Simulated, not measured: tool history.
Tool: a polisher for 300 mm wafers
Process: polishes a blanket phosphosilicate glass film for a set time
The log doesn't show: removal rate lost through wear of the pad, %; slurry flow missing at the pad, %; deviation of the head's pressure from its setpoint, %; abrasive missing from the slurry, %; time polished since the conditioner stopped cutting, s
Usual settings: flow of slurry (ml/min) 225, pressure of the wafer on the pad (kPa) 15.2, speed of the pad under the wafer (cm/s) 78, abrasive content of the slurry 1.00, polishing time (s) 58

run     day  flow of slurry (ml/min)  pressure of the wafer on the pad (kPa)  speed of the pad under the wafer (cm/s)  abrasive content of the slurry  polishing time (s)  wafers since the last listed run  wafers polished on this pad  hours since the slurry nozzle was cleaned  hours since the head pressure was calibrated  hours since the slurry blender was calibrated  hours since the conditioning disc was replaced  incoming thickness of the incoming film, nm  film removed (nm)
  1   0.000                      225                                    15.2                                       78                            1.00                  71                                 0                         3847                                       32.9                                         515.2                                          468.1                                           207.6                                       2520.4              362.4
      1.454  -- head pressure recalibrated
  2   2.217                      225                                    15.2                                       78                            1.00                  74                               641                         4488                                       86.1                                          18.3                                          521.3                                           260.8                                       2545.0              376.0
      3.338  -- slurry blender recalibrated
  3   4.117                      225                                    15.2                                       78                            1.00                  58                               546                         5034                                      131.7                                          63.9                                           18.7                                           306.4                                       2523.5              289.9
  4   5.279                      225                                    15.2                                       78                            1.00                  58                               349                         5384                                      159.6                                          91.8                                           46.6                                           334.3                                       2539.4              287.7
  5   8.021                      225                                    15.2                                       78                            1.00                  58                               824                         6208                                      225.4                                         157.6                                          112.4                                           400.1                                       2516.4              289.6
      8.579  -- worn pad replaced by a new one
      9.083  -- conditioning disc replaced and pad reconditioned
  6   9.104                      175                                    20.0                                       78                            0.70                  42                               250                          132                                      251.4                                         183.6                                          138.4                                             0.5                                       2539.6              226.2
  7  11.908                      225                                    15.2                                       78                            1.00                  58                               842                          975                                      318.7                                         250.9                                          205.7                                            67.8                                       2507.6              279.7
  8  14.050                      150                                    16.5                                       78                            1.00                  58                               643                         1618                                      370.1                                         302.3                                          257.1                                           119.2                                       2523.4              277.4
  9  16.992                      225                                    15.2                                       78                            1.00                  58                               884                         2503                                      440.7                                         372.9                                          327.7                                           189.8                                       2540.3              277.0
     17.079  -- slurry nozzle cleaned
 10  18.962                      225                                    10.3                                       78                            1.00                  58                               579                         3083                                       45.2                                         420.2                                          375.0                                           237.1                                       2558.9              202.8
 11  21.204                      225                                    15.2                                       78                            1.25                  50                               673                         3756                                       99.0                                         474.0                                          428.8                                           290.9                                       2492.3              278.6
     21.767  -- slurry blender recalibrated
 12  22.696                      225                                    15.2                                       78                            1.00                  58                               423                         4180                                      134.8                                         509.8                                           22.3                                           326.7                                       2511.6              291.5
 13  25.462                      180                                    15.2                                       78                            1.00                  46                               831                         5011                                      201.2                                         576.2                                           88.7                                           393.1                                       2497.6              217.7
 14  28.429                      150                                    15.2                                       90                            0.85                  58                               891                         5903                                      272.4                                         647.4                                          159.9                                           464.3                                       2501.2              276.3
     29.162  -- worn pad replaced by a new one
     29.446  -- head pressure recalibrated
     30.946  -- conditioning disc replaced and pad reconditioned
     35.512  -- slurry nozzle cleaned
 15  37.404                      225                                    12.4                                       54                            1.00                  58                              2585                         2415                                       45.4                                         191.0                                          375.3                                           155.0                                       2542.2              174.5
 16  39.075                      225                                    15.2                                       78                            1.00                  58                               502                         2917                                       85.5                                         231.1                                          415.4                                           195.1                                       2501.1              288.9
     41.000  -- slurry blender recalibrated
 17  41.058                      225                                    15.2                                       62                            1.00                  58                               571                         3488                                      133.1                                         278.7                                            1.4                                           242.7                                       2538.6              235.1
 18  43.871                      225                                    15.2                                       62                            1.00                  58                               845                         4333                                      200.6                                         346.2                                           68.9                                           310.2                                       2564.4              237.7
 19  46.217                      225                                    15.2                                       78                            1.00                  58                               705                         5039                                      256.9                                         402.5                                          125.2                                           366.5                                       2494.2              279.4
     47.067  -- worn pad replaced by a new one
     49.950  -- conditioning disc replaced and pad reconditioned
 20  53.642                      225                                    15.2                                       78                            1.00                  58                              2156                         1950                                      435.1                                         580.7                                          303.4                                            88.6                                       2561.9              262.7
 21  54.738                      225                                    15.2                                       78                            1.00                  58                               329                         2280                                      461.4                                         607.0                                          329.7                                           114.9                                       2473.3              266.3
 22  55.825                      255                                    15.2                                       96                            1.00                  58                               326                         2607                                      487.5                                         633.1                                          355.8                                           141.0                                       2531.8              318.7
     56.300  -- slurry nozzle cleaned
     57.321  -- head pressure recalibrated
 23  57.558                      225                                    15.2                                       96                            0.75                  64                               483                         3090                                       30.2                                           5.7                                          397.4                                           182.6                                       2489.0              354.5
     58.408  -- slurry blender recalibrated
 24  59.171                      225                                    12.4                                       78                            1.00                  58                               459                         3550                                       68.9                                          44.4                                           18.3                                           221.3                                       2504.7              242.0

5 ways to go on from here, each from the tool as it stands after run 24. What would each give?
  A  59.188                      270                                    15.2                                       78                            1.00                  58                                 5                         3555                                       69.3                                          44.8                                           18.7                                           221.7                                       2529.2                  ?
  B  59.188                      270                                    15.2                                       78                            1.00                  48                                 5                         3555                                       69.3                                          44.8                                           18.7                                           221.7                                       2529.2                  ?
  C  59.188                      255                                    15.2                                       56                            0.75                  76                                 5                         3555                                       69.3                                          44.8                                           18.7                                           221.7                                       2529.2                  ?
  D  59.188                      265                                    10.3                                       70                            1.25                  58                                 5                         3555                                       69.3                                          44.8                                           18.7                                           221.7                                       2529.2                  ?
  E  59.188                      170                                    15.2                                       78                            1.00                  58                                 5                         3555                                       69.3                                          44.8                                           18.7                                           221.7                                       2529.2                  ?

run  film removed (nm)
  A              295.4
  B              244.5
  C              262.7
  D              200.4
  E              276.6
Without the tool's hidden state the same runs would have given:
run  film removed (nm)
  A              297.7
  B              246.3
  C              264.7
  D              201.9
  E              279.9
